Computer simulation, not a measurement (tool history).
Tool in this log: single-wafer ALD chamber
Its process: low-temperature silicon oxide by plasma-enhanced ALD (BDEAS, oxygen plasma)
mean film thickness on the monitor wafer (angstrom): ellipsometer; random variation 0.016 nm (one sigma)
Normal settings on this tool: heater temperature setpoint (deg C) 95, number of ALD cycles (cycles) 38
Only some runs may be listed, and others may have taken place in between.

run    hour  heater temperature setpoint (deg C)  number of ALD cycles (cycles)  read-back reference wafer on the same gauge, thickness_nm  mean film thickness on the monitor wafer (angstrom)
  1       0                                  104                             35                                                      5.663                                                48.95
  2      44                                  104                             35                                                      5.663                                                48.88
  3    92.3                                  104                             35                                                      5.658                                                 48.9
  4   141.6                                   95                             38                                                      5.657                                                54.18
  5   192.1                                   95                             38                                                      5.661                                                53.97
  6   251.7                                   95                             38                                                      5.659                                                53.95
  7   284.4                                   83                             38                                                      5.663                                                56.08
  8   348.2                                   95                             38                                                      5.658                                                54.26
  9   397.5                                   95                             32                                                      5.662                                                45.53
 10   441.9                                   95                             32                                                      5.661                                                45.49
 11   511.1                                   95                             32                                                       5.66                                                45.35
 12   553.9                                  100                             38                                                       5.66                                                53.26
 13   607.1                                  100                             38                                                      5.658                                                53.53
 14   635.6                                  100                             38                                                      5.658                                                53.47
 15   678.5                                   95                             38                                                      5.666                                                53.92
 16     722                                   95                             38                                                      5.656                                                53.81
 17   753.9                                   95                             34                                                      5.656                                                48.19
      813.9  -- thermocouple changed; heater temperature recalibrated
 18   820.4                                   95                             34                                                      5.664                                                48.86
 19   874.6                                   95                             38                                                      5.659                                                54.52
 20  1018.4                                  107                             35                                                      5.654                                                48.93
 21  1049.8                                  108                             38                                                      5.665                                                52.75
     1113.4  -- gauge calibrated
 22  1117.7                                   84                             34                                                      5.661                                                50.27
 23    1150                                   95                             38                                                      5.661                                                54.27
 24  1209.9                                  109                             46                                                      5.658                                                64.14
 25  1260.8                                   95                             38                                                      5.667                                                54.21
 26  1345.8                                   88                             38                                                      5.658                                                55.48
 27  1375.6                                  104                             33                                                      5.659                                                46.16
 28  1415.9                                   95                             38                                                      5.664                                                53.91
 29  1464.9                                   95                             33                                                      5.661                                                46.86
 30  1528.1                                   95                             34                                                       5.66                                                48.44
 31  1577.6                                   81                             41                                                      5.658                                                61.05
 32  1612.3                                   99                             33                                                      5.659                                                46.47
 33  1679.5                                  104                             35                                                      5.665                                                48.85
 34  1738.4                                  105                             44                                                      5.659                                                61.61
 35  1801.5                                   95                             44                                                       5.66                                                62.65
 36  1835.3                                   95                             43                                                      5.659                                                 61.3
 37  1945.7                                  100                             31                                                      5.659                                                43.75
 38  1990.8                                  106                             42                                                      5.663                                                58.87
 39  2053.2                                   95                             38                                                      5.663                                                54.11

Below are 3 alternative next runs, each starting from the tool's condition after run 39. Predict each:
  A  2053.7                                   95                             38                                                          ?                                                    ?
  B  2053.7                                  109                             31                                                          ?                                                    ?
  C  2053.7                                   83                             33                                                          ?                                                    ?

run  read-back reference wafer on the same gauge, thickness_nm  mean film thickness on the monitor wafer (angstrom)
  A                                                      5.655                                                53.72
  B                                                      5.655                                                42.82
  C                                                      5.655                                                48.42
Stripped of hidden state, with their random variation kept, the same runs would have yielded:
run  mean film thickness on the monitor wafer (angstrom)
  A                                                54.62
  B                                                43.19
  C                                                49.21

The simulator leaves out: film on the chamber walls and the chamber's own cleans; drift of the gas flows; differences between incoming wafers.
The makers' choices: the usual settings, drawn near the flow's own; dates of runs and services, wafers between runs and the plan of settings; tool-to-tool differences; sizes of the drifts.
